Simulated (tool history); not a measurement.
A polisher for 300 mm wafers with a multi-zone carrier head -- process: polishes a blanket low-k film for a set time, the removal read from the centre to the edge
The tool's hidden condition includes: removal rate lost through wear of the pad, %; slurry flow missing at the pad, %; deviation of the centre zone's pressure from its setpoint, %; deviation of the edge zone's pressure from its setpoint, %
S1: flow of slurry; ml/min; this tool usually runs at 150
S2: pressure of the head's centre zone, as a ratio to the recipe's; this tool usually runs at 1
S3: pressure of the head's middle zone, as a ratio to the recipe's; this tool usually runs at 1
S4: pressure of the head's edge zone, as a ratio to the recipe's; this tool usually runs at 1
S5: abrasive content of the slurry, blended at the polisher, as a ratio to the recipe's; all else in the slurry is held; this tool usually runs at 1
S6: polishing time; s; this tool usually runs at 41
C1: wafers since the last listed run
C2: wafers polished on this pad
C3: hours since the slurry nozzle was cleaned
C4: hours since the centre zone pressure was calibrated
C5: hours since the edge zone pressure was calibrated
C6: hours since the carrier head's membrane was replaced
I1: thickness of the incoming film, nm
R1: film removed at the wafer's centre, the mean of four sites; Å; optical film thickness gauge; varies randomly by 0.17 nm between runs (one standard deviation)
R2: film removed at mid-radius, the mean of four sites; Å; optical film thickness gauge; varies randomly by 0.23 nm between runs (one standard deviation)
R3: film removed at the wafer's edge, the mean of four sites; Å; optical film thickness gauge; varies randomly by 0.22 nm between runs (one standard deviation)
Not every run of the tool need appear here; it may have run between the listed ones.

| run | day | S1 | S2 | S3 | S4 | S5 | S6 | C1 | C2 | C3 | C4 | C5 | C6 | I1 | R1 | R2 | R3 |
|---|---|---|---|---|---|---|---|---|---|---|---|---|---|---|---|---|---|
| 1 | 0 | 150 | 1 | 1 | 1 | 0.8 | 41 | 0 | 2283 | 215.3 | 779.5 | 184.8 | 911.8 | 695.4 | 190 | 188 | 192 |
|  | 0.367 | worn pad replaced by a new one |
| 2 | 2.796 | 150 | 1 | 1 | 1 | 1 | 41 | 425 | 392 | 282.4 | 846.6 | 251.9 | 978.9 | 690.4 | 210 | 207 | 207 |
| 3 | 5.167 | 150 | 1 | 1 | 1 | 1 | 41 | 383 | 776 | 339.3 | 903.5 | 308.8 | 1035.8 | 695.3 | 209 | 207 | 206 |
| 4 | 8.704 | 150 | 1 | 1 | 1 | 1 | 41 | 572 | 1349 | 424.2 | 988.4 | 393.7 | 1120.7 | 696 | 210 | 209 | 210 |
| 5 | 11.121 | 150 | 1 | 1 | 1 | 1 | 41 | 391 | 1740 | 482.2 | 1046.4 | 451.7 | 1178.7 | 689.5 | 212 | 204 | 210 |
|  | 11.879 | carrier head's membrane replaced by a new one |
| 6 | 13.475 | 150 | 1 | 1 | 1 | 1 | 38 | 347 | 2087 | 538.7 | 1102.9 | 508.2 | 38.3 | 701.9 | 193 | 190 | 196 |
|  | 14.971 | worn pad replaced by a new one |
| 7 | 15.542 | 150 | 1 | 1 | 1.05 | 1 | 41 | 307 | 92 | 588.3 | 1152.5 | 557.8 | 87.9 | 706.7 | 212 | 202 | 212 |
|  | 18.238 | edge zone pressure recalibrated |
| 8 | 19.504 | 150 | 1 | 1 | 1.05 | 1 | 41 | 627 | 720 | 683.4 | 1247.6 | 30.4 | 183 | 708.7 | 210 | 203 | 217 |
| 9 | 22.6 | 100 | 1 | 1 | 1 | 1 | 41 | 501 | 1221 | 757.7 | 1321.9 | 104.7 | 257.3 | 697.1 | 200 | 194 | 200 |
|  | 24.288 | centre zone pressure recalibrated |
| 10 | 24.612 | 150 | 1 | 1.08 | 0.95 | 1.15 | 41 | 312 | 1533 | 806 | 7.8 | 153 | 305.6 | 699.2 | 233 | 233 | 213 |
|  | 25.442 | slurry nozzle cleaned |
| 11 | 27.679 | 150 | 1.1 | 1 | 1 | 1 | 32 | 489 | 2023 | 53.7 | 81.4 | 226.6 | 379.2 | 703.3 | 191 | 162 | 164 |
|  | 29.842 | worn pad replaced by a new one |
| 12 | 31.738 | 150 | 1 | 1 | 1 | 1 | 41 | 629 | 306 | 151.1 | 178.8 | 324 | 476.6 | 696 | 220 | 200 | 208 |
| 13 | 34.571 | 120 | 1 | 0.9 | 1 | 1 | 41 | 458 | 765 | 219.1 | 246.8 | 392 | 544.6 | 697.3 | 216 | 181 | 203 |
|  | 38.508 | edge zone pressure recalibrated |
| 14 | 39.004 | 150 | 1.05 | 1 | 1 | 1 | 41 | 704 | 1469 | 325.5 | 353.2 | 11.9 | 651 | 704.1 | 238 | 206 | 206 |
| 15 | 43.433 | 150 | 1 | 0.93 | 1.04 | 1.2 | 32 | 716 | 2186 | 431.8 | 459.5 | 118.2 | 757.3 | 709.6 | 192 | 162 | 179 |
|  | 43.546 | centre zone pressure recalibrated, repeated, since the last time left the tool worse |
|  | 45.442 | worn pad replaced by a new one |
| 16 | 47.338 | 150 | 1 | 1 | 1 | 1 | 49 | 591 | 307 | 525.5 | 91 | 211.9 | 851 | 705.7 | 241 | 248 | 246 |
| 17 | 51.175 | 150 | 1 | 0.89 | 1.06 | 1 | 41 | 621 | 928 | 617.6 | 183.1 | 304 | 943.1 | 698.6 | 205 | 186 | 213 |
| 18 | 56.108 | 150 | 1 | 0.93 | 1.04 | 1.2 | 32 | 798 | 1726 | 736 | 301.5 | 422.4 | 1061.5 | 697 | 171 | 161 | 181 |
| 19 | 60.146 | 165 | 1 | 1.09 | 1.1 | 0.75 | 41 | 653 | 2380 | 832.9 | 398.4 | 519.3 | 1158.4 | 700.6 | 184 | 197 | 193 |
|  | 60.4 | carrier head's membrane replaced by a new one |
|  | 60.542 | slurry nozzle cleaned |
|  | 63.279 | worn pad replaced by a new one |
| 20 | 63.3 | 105 | 1 | 0.93 | 1 | 1 | 41 | 443 | 3 | 66.2 | 474.1 | 595 | 69.6 | 701.7 | 196 | 182 | 205 |
|  | 64.188 | edge zone pressure recalibrated |
| 21 | 67.062 | 150 | 1 | 1 | 1 | 1 | 41 | 595 | 598 | 156.5 | 564.4 | 69 | 159.9 | 704.1 | 210 | 206 | 211 |
| 22 | 69.504 | 150 | 1.04 | 1 | 1 | 1 | 41 | 395 | 993 | 215.1 | 623 | 127.6 | 218.5 | 689.9 | 217 | 206 | 209 |

What the log doesn't show, run by run:
removal rate lost through wear of the pad, %: 0, the same for each run
slurry flow missing at the pad, %: 0, the same for each run
deviation of the edge zone's pressure from its setpoint, %: 0, the same for each run
H1: deviation of the centre zone's pressure from its setpoint, %
| run | H1 |
|---|---|
| 1 | 3.23 |
| 2 | 3.59 |
| 3 | 3.9 |
| 4 | 4.36 |
| 5 | 4.67 |
| 6 | 4.97 |
| 7 | 5.24 |
| 8 | 5.75 |
| 9 | 6.15 |
| 10 | 10 |
| 11 | 10.4 |
| 12 | 11 |
| 13 | 11.3 |
| 14 | 11.9 |
| 15 | 12.5 |
| 16 | 0.818 |
| 17 | 1.31 |
| 18 | 1.95 |
| 19 | 2.47 |
| 20 | 2.88 |
| 21 | 3.37 |
| 22 | 3.68 |
